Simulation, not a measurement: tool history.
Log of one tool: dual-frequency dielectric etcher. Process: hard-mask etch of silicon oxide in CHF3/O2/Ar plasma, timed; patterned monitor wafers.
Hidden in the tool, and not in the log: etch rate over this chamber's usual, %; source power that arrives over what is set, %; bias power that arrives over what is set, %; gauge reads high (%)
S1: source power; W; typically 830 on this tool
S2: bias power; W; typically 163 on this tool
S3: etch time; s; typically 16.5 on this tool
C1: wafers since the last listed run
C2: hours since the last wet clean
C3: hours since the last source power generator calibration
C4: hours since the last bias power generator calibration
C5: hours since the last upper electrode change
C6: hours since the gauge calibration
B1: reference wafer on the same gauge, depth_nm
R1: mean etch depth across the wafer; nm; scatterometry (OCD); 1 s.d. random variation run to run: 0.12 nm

run 1 hour=0.0 | S1=830 S2=174 S3=16.5 | C1=0 C2=89.4 C3=901.9 C4=2739.7 C5=4035.2 C6=445.3 | B1=30.73 | R1=36.26
run 2 hour=153.1 | S1=830 S2=174 S3=16.5 | C1=2558 C2=242.5 C3=1055.0 C4=2892.8 C5=4188.3 C6=598.4 | B1=30.75 | R1=35.88
run 3 hour=212.4 | S1=830 S2=163 S3=16.5 | C1=991 C2=301.8 C3=1114.3 C4=2952.1 C5=4247.6 C6=657.7 | B1=30.68 | R1=34.68
-- hour=251.1 wet clean of the chamber
run 4 hour=275.6 | S1=830 S2=163 S3=16.5 | C1=655 C2=24.5 C3=1177.5 C4=3015.3 C5=4310.8 C6=720.9 | B1=30.72 | R1=35.16
run 5 hour=340.1 | S1=830 S2=163 S3=16.5 | C1=1078 C2=89.0 C3=1242.0 C4=3079.8 C5=4375.3 C6=785.4 | B1=30.72 | R1=35.20
run 6 hour=365.0 | S1=830 S2=163 S3=16.5 | C1=416 C2=113.9 C3=1266.9 C4=3104.7 C5=4400.2 C6=810.3 | B1=30.67 | R1=35.00
-- hour=421.5 gauge calibrated
run 7 hour=426.5 | S1=830 S2=163 S3=16.5 | C1=1027 C2=175.4 C3=1328.4 C4=3166.2 C5=4461.7 C6=5.0 | B1=30.72 | R1=34.95
run 8 hour=485.2 | S1=830 S2=163 S3=16.5 | C1=981 C2=234.1 C3=1387.1 C4=3224.9 C5=4520.4 C6=63.7 | B1=30.68 | R1=34.75
run 9 hour=538.6 | S1=830 S2=163 S3=16.5 | C1=892 C2=287.5 C3=1440.5 C4=3278.3 C5=4573.8 C6=117.1 | B1=30.71 | R1=34.74
-- hour=575.8 upper electrode replaced
run 10 hour=604.7 | S1=830 S2=163 S3=16.5 | C1=703 C2=353.6 C3=1506.6 C4=3344.4 C5=28.9 C6=183.2 | B1=30.71 | R1=34.67
-- hour=642.9 source power generator calibrated
-- hour=653.0 wet clean of the chamber
run 11 hour=671.6 | S1=830 S2=163 S3=16.5 | C1=883 C2=18.6 C3=28.7 C4=3411.3 C5=95.8 C6=250.1 | B1=30.71 | R1=35.24
-- hour=689.8 bias power generator calibrated
run 12 hour=701.7 | S1=830 S2=163 S3=13.5 | C1=436 C2=48.7 C3=58.8 C4=11.9 C5=125.9 C6=280.2 | B1=30.75 | R1=28.84
run 13 hour=761.0 | S1=830 S2=163 S3=18.0 | C1=991 C2=108.0 C3=118.1 C4=71.2 C5=185.2 C6=339.5 | B1=30.66 | R1=38.26
run 14 hour=788.6 | S1=730 S2=148 S3=14.5 | C1=461 C2=135.6 C3=145.7 C4=98.8 C5=212.8 C6=367.1 | B1=30.72 | R1=28.06
run 15 hour=845.1 | S1=830 S2=163 S3=16.5 | C1=944 C2=192.1 C3=202.2 C4=155.3 C5=269.3 C6=423.6 | B1=30.70 | R1=34.77
run 16 hour=887.1 | S1=830 S2=163 S3=12.0 | C1=701 C2=234.1 C3=244.2 C4=197.3 C5=311.3 C6=465.6 | B1=30.70 | R1=25.30
run 17 hour=911.8 | S1=980 S2=123 S3=15.0 | C1=412 C2=258.8 C3=268.9 C4=222.0 C5=336.0 C6=490.3 | B1=30.69 | R1=30.12
run 18 hour=977.1 | S1=650 S2=196 S3=12.5 | C1=1091 C2=324.1 C3=334.2 C4=287.3 C5=401.3 C6=555.6 | B1=30.70 | R1=25.58
run 19 hour=1006.0 | S1=830 S2=163 S3=16.5 | C1=483 C2=353.0 C3=363.1 C4=316.2 C5=430.2 C6=584.5 | B1=30.73 | R1=34.40
-- hour=1052.7 wet clean of the chamber
run 20 hour=1053.2 | S1=830 S2=151 S3=16.5 | C1=387 C2=0.5 C3=410.3 C4=363.4 C5=477.4 C6=631.7 | B1=30.66 | R1=34.70

Hidden state or all else? Some run-to-run changes of R1, split into what the settings, what came in and random variation would give without the hidden state, and what is left for the hidden state (with any gauge scatter that isn't in both results):
Run 10 -> 11: source power generator calibrated, wet clean of the chamber. R1 +0.57 nm: hidden state +0.81, all else -0.24.
Run 13 -> 14: S1 830 -> 730, S2 163 -> 148, S3 18.0 -> 14.5. R1 -10.20 nm: hidden state +0.05, all else -10.25.
Run 15 -> 16: S3 16.5 -> 12.0. R1 -9.47 nm: hidden state +0.08, all else -9.55.
Run 19 -> 20: S2 163 -> 151, wet clean of the chamber. R1 +0.30 nm: hidden state +0.98, all else -0.68.
